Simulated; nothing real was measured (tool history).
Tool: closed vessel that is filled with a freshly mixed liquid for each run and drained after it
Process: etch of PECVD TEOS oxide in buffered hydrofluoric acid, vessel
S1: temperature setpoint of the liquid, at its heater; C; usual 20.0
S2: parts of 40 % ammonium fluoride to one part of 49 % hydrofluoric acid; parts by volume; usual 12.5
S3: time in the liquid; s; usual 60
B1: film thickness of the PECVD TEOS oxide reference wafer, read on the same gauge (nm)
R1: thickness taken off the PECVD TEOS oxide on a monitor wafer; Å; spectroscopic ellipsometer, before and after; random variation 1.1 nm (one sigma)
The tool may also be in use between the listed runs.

run	hour	S1	S2	S3	B1	R1
1	0.0	20.0	16.0	60	120.00	979.4
2	18.4	20.0	16.0	60	120.00	980.6
3	53.6	20.0	16.0	60	120.04	982.7
4	81.2	20.0	12.5	60	120.03	1236.6
5	98.8	20.0	12.5	60	120.03	1248.6
6	129.5	23.5	14.0	60	119.98	1333.5
# hour 146.5: hydrofluoric acid flow meter replaced
7	159.6	23.5	14.0	60	119.95	1253.1
# hour 169.6: gauge calibrated
8	179.6	20.0	12.5	60	119.96	1140.3
9	194.6	20.0	12.5	60	120.03	1141.0
10	207.5	20.0	8.0	85	120.02	2457.4
# hour 216.6: hydrofluoric acid flow meter replaced, repeated, since the last time left the tool worse
11	231.4	17.5	12.5	70	119.99	1352.8
12	250.0	20.0	12.5	60	119.99	1334.4
13	278.8	17.5	12.5	40	119.97	777.2
# hour 302.0: thermometer replaced
14	305.6	20.0	12.5	60	120.02	1334.9
15	318.8	22.0	12.5	80	120.05	1982.2
16	343.0	23.0	16.5	30	119.96	594.9
17	363.0	17.0	14.5	60	120.00	964.7
18	377.9	20.0	12.5	60	120.00	1316.6
19	411.7	17.0	9.0	40	120.04	998.6

5 ways to go on from here, each from the tool as it stands after run 19. What would each give?
A	412.4	20.0	12.5	60	?	?
B	412.4	23.0	12.5	40	?	?
C	412.4	22.0	12.5	60	?	?
D	412.4	18.5	8.5	50	?	?
E	412.4	22.5	14.0	75	?	?

run	B1	R1
A	120.01	1323.9
B	120.01	1042.4
C	120.01	1479.8
D	120.01	1430.3
E	120.01	1701.4
Without the tool's hidden state the same runs would have given:
run	R1
A	1352.1
B	1064.6
C	1511.3
D	1464.1
E	1737.8
